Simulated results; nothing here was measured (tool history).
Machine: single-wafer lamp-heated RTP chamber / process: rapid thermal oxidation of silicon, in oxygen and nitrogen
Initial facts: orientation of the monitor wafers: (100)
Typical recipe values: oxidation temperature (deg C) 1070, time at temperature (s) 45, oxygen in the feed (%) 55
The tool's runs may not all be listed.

run,hour,oxidation temperature (deg C),time at temperature (s),oxygen in the feed (%),"read-back reference wafer on the same gauge, thickness",oxide thickness on the monitor wafer (nm)
1,0.0,1070,45,55,8.630,7.473
2,73.6,1070,28,55,8.629,6.074
3,125.8,1070,28,55,8.634,6.142
4,194.2,1070,45,55,8.634,7.512
5,264.4,1070,45,55,8.635,7.464
6,347.9,1050,29,55,8.632,5.473
7,397.0,1050,29,55,8.628,5.502
8,480.7,1050,29,55,8.633,5.465
9,524.7,1070,45,55,8.631,7.577
10,578.4,1070,45,55,8.633,7.533
11,619.4,1070,45,55,8.624,7.520
12,697.7,1054,36,55,8.628,6.132
13,783.2,1070,45,55,8.624,7.818
14,881.0,1079,57,73,8.630,10.163
15,951.9,1070,57,81,8.628,10.031
16,998.8,1097,34,55,8.629,7.679
17,1045.3,1070,45,71,8.627,7.982
18,1133.3,1084,53,80,8.629,9.870
19,1174.6,1070,45,31,8.629,6.033
20,1281.3,1070,45,55,8.624,7.468
21,1385.7,1070,45,46,8.634,6.991
22,1442.3,1080,33,44,8.635,6.488
23,1515.3,1070,45,55,8.629,7.480

Withheld: 4 entries from between the runs. Position of each, and hidden state at the listed run before versus the listed run after:
From run 12 to run 13: pyrometer window cleaned and pyrometer calibrated (hour 719.8)
  true wafer temperature minus pyrometer reading, K: 6.63 -> 10.9
  measured less the result without the state, oxide thickness on the monitor wafer (nm): +0.265 -> +0.540
From run 13 to run 14: oxygen flow controller replaced (hour 829.3)
  true wafer temperature minus pyrometer reading, K: 10.9 -> 12.2
  measured less the result without the state, oxide thickness on the monitor wafer (nm): +0.540 -> +0.774
From run 15 to run 16: gauge calibrated (hour 953.1); pyrometer window cleaned and pyrometer calibrated, repeated, since the last time left the tool worse (hour 963.1)
  true wafer temperature minus pyrometer reading, K: 13 -> 0.696
  measured less the result without the state, oxide thickness on the monitor wafer (nm): +0.819 -> +0.033
